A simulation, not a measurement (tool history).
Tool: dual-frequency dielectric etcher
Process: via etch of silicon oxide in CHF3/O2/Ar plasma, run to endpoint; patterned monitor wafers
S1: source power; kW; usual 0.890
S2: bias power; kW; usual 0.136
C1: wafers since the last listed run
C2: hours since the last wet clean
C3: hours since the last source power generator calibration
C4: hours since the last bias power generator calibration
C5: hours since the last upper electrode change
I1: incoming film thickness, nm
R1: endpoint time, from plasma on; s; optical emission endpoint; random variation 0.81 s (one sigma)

{"run": 1, "hour": 0.0, "S1": 0.97, "S2": 0.158, "C1": 0, "C2": 6.5, "C3": 3270.9, "C4": 376.7, "C5": 1426.6, "I1": 623.9, "R1": 235.8}
{"run": 2, "hour": 63.9, "S1": 0.89, "S2": 0.136, "C1": 370, "C2": 70.4, "C3": 3334.8, "C4": 440.6, "C5": 1490.5, "I1": 629.6, "R1": 258.9}
{"run": 3, "hour": 132.5, "S1": 0.89, "S2": 0.116, "C1": 398, "C2": 139.0, "C3": 3403.4, "C4": 509.2, "C5": 1559.1, "I1": 635.0, "R1": 280.7}
{"hour": 150.0, "done": "source power generator calibrated"}
{"run": 4, "hour": 190.8, "S1": 0.89, "S2": 0.116, "C1": 315, "C2": 197.3, "C3": 40.8, "C4": 567.5, "C5": 1617.4, "I1": 627.6, "R1": 277.2}
{"run": 5, "hour": 258.4, "S1": 0.89, "S2": 0.116, "C1": 392, "C2": 264.9, "C3": 108.4, "C4": 635.1, "C5": 1685.0, "I1": 618.9, "R1": 272.8}
{"run": 6, "hour": 325.3, "S1": 0.89, "S2": 0.136, "C1": 388, "C2": 331.8, "C3": 175.3, "C4": 702.0, "C5": 1751.9, "I1": 628.7, "R1": 261.2}
{"run": 7, "hour": 355.4, "S1": 0.89, "S2": 0.136, "C1": 174, "C2": 361.9, "C3": 205.4, "C4": 732.1, "C5": 1782.0, "I1": 626.0, "R1": 258.6}
{"run": 8, "hour": 414.5, "S1": 0.89, "S2": 0.136, "C1": 343, "C2": 421.0, "C3": 264.5, "C4": 791.2, "C5": 1841.1, "I1": 623.7, "R1": 258.0}
{"run": 9, "hour": 465.8, "S1": 0.89, "S2": 0.111, "C1": 297, "C2": 472.3, "C3": 315.8, "C4": 842.5, "C5": 1892.4, "I1": 630.5, "R1": 285.4}
{"hour": 521.6, "done": "wet clean of the chamber"}
{"run": 10, "hour": 522.1, "S1": 0.89, "S2": 0.136, "C1": 187, "C2": 0.5, "C3": 372.1, "C4": 898.8, "C5": 1948.7, "I1": 626.7, "R1": 260.6}
{"run": 11, "hour": 544.9, "S1": 0.89, "S2": 0.136, "C1": 132, "C2": 23.3, "C3": 394.9, "C4": 921.6, "C5": 1971.5, "I1": 627.6, "R1": 259.1}
{"hour": 569.6, "done": "upper electrode replaced"}
{"run": 12, "hour": 578.3, "S1": 0.89, "S2": 0.136, "C1": 54, "C2": 56.7, "C3": 428.3, "C4": 955.0, "C5": 8.7, "I1": 624.4, "R1": 258.2}
{"run": 13, "hour": 620.9, "S1": 0.89, "S2": 0.136, "C1": 247, "C2": 99.3, "C3": 470.9, "C4": 997.6, "C5": 51.3, "I1": 624.4, "R1": 257.5}
{"run": 14, "hour": 656.1, "S1": 0.78, "S2": 0.154, "C1": 204, "C2": 134.5, "C3": 506.1, "C4": 1032.8, "C5": 86.5, "I1": 627.8, "R1": 257.6}
{"run": 15, "hour": 685.7, "S1": 0.97, "S2": 0.169, "C1": 171, "C2": 164.1, "C3": 535.7, "C4": 1062.4, "C5": 116.1, "I1": 625.5, "R1": 229.9}
{"run": 16, "hour": 730.0, "S1": 0.68, "S2": 0.118, "C1": 257, "C2": 208.4, "C3": 580.0, "C4": 1106.7, "C5": 160.4, "I1": 627.0, "R1": 299.9}
{"run": 17, "hour": 763.9, "S1": 0.89, "S2": 0.136, "C1": 196, "C2": 242.3, "C3": 613.9, "C4": 1140.6, "C5": 194.3, "I1": 636.4, "R1": 263.9}
{"run": 18, "hour": 823.7, "S1": 0.89, "S2": 0.116, "C1": 347, "C2": 302.1, "C3": 673.7, "C4": 1200.4, "C5": 254.1, "I1": 625.3, "R1": 276.2}
{"run": 19, "hour": 852.9, "S1": 1.04, "S2": 0.136, "C1": 169, "C2": 331.3, "C3": 702.9, "C4": 1229.6, "C5": 283.3, "I1": 627.5, "R1": 247.7}
{"run": 20, "hour": 896.7, "S1": 0.78, "S2": 0.15, "C1": 254, "C2": 375.1, "C3": 746.7, "C4": 1273.4, "C5": 327.1, "I1": 628.6, "R1": 259.5}
{"run": 21, "hour": 928.2, "S1": 0.89, "S2": 0.136, "C1": 182, "C2": 406.6, "C3": 778.2, "C4": 1304.9, "C5": 358.6, "I1": 630.6, "R1": 260.9}
{"hour": 959.1, "done": "bias power generator calibrated"}
{"run": 22, "hour": 996.0, "S1": 0.89, "S2": 0.112, "C1": 370, "C2": 474.4, "C3": 846.0, "C4": 36.9, "C5": 426.4, "I1": 629.3, "R1": 286.4}
{"hour": 1085.8, "done": "wet clean of the chamber"}
{"run": 23, "hour": 1086.3, "S1": 0.89, "S2": 0.136, "C1": 384, "C2": 0.5, "C3": 936.3, "C4": 127.2, "C5": 516.7, "I1": 631.8, "R1": 266.5}
{"run": 24, "hour": 1138.0, "S1": 0.79, "S2": 0.116, "C1": 300, "C2": 52.2, "C3": 988.0, "C4": 178.9, "C5": 568.4, "I1": 624.6, "R1": 293.0}
{"run": 25, "hour": 1178.1, "S1": 0.89, "S2": 0.136, "C1": 232, "C2": 92.3, "C3": 1028.1, "C4": 219.0, "C5": 608.5, "I1": 628.0, "R1": 263.6}
{"run": 26, "hour": 1209.1, "S1": 0.74, "S2": 0.122, "C1": 179, "C2": 123.3, "C3": 1059.1, "C4": 250.0, "C5": 639.5, "I1": 629.9, "R1": 293.3}
{"hour": 1251.4, "done": "bias power generator calibrated, repeated, since the last time left the tool worse"}
{"run": 27, "hour": 1278.1, "S1": 0.69, "S2": 0.113, "C1": 377, "C2": 192.3, "C3": 1128.1, "C4": 26.7, "C5": 708.5, "I1": 626.6, "R1": 298.5}
{"run": 28, "hour": 1337.0, "S1": 0.81, "S2": 0.153, "C1": 341, "C2": 251.2, "C3": 1187.0, "C4": 85.6, "C5": 767.4, "I1": 629.9, "R1": 252.4}
{"run": 29, "hour": 1391.2, "S1": 0.81, "S2": 0.136, "C1": 314, "C2": 305.4, "C3": 1241.2, "C4": 139.8, "C5": 821.6, "I1": 634.6, "R1": 267.3}
{"run": 30, "hour": 1449.9, "S1": 0.89, "S2": 0.113, "C1": 340, "C2": 364.1, "C3": 1299.9, "C4": 198.5, "C5": 880.3, "I1": 624.8, "R1": 278.0}
{"run": 31, "hour": 1504.6, "S1": 0.89, "S2": 0.136, "C1": 317, "C2": 418.8, "C3": 1354.6, "C4": 253.2, "C5": 935.0, "I1": 630.4, "R1": 260.2}
{"run": 32, "hour": 1556.5, "S1": 0.74, "S2": 0.161, "C1": 301, "C2": 470.7, "C3": 1406.5, "C4": 305.1, "C5": 986.9, "I1": 624.3, "R1": 253.8}
{"hour": 1609.9, "done": "wet clean of the chamber"}
{"run": 33, "hour": 1627.2, "S1": 0.97, "S2": 0.158, "C1": 271, "C2": 17.3, "C3": 1477.2, "C4": 375.8, "C5": 1057.6, "I1": 627.8, "R1": 235.4}
{"run": 34, "hour": 1683.1, "S1": 0.89, "S2": 0.136, "C1": 324, "C2": 73.2, "C3": 1533.1, "C4": 431.7, "C5": 1113.5, "I1": 622.3, "R1": 257.3}
{"run": 35, "hour": 1746.9, "S1": 0.89, "S2": 0.158, "C1": 370, "C2": 137.0, "C3": 1596.9, "C4": 495.5, "C5": 1177.3, "I1": 627.2, "R1": 244.9}

4 ways to go on from here, each from the tool as it stands after run 35. What would each give?
{"run": "A", "hour": 1747.4, "S1": 0.71, "S2": 0.136, "C1": 2, "C2": 137.5, "C3": 1597.4, "C4": 496.0, "C5": 1177.8, "I1": 625.4, "R1": "?"}
{"run": "B", "hour": 1747.4, "S1": 1.11, "S2": 0.136, "C1": 2, "C2": 137.5, "C3": 1597.4, "C4": 496.0, "C5": 1177.8, "I1": 625.4, "R1": "?"}
{"run": "C", "hour": 1747.4, "S1": 0.78, "S2": 0.136, "C1": 2, "C2": 137.5, "C3": 1597.4, "C4": 496.0, "C5": 1177.8, "I1": 625.4, "R1": "?"}
{"run": "D", "hour": 1747.4, "S1": 0.77, "S2": 0.136, "C1": 2, "C2": 137.5, "C3": 1597.4, "C4": 496.0, "C5": 1177.8, "I1": 625.4, "R1": "?"}

run=A R1=276.6
run=B R1=241.3
run=C R1=269.1
run=D R1=270.1
Without the tool's hidden state the same runs would have given:
run=A R1=274.0
run=B R1=239.1
run=C R1=266.6
run=D R1=267.6
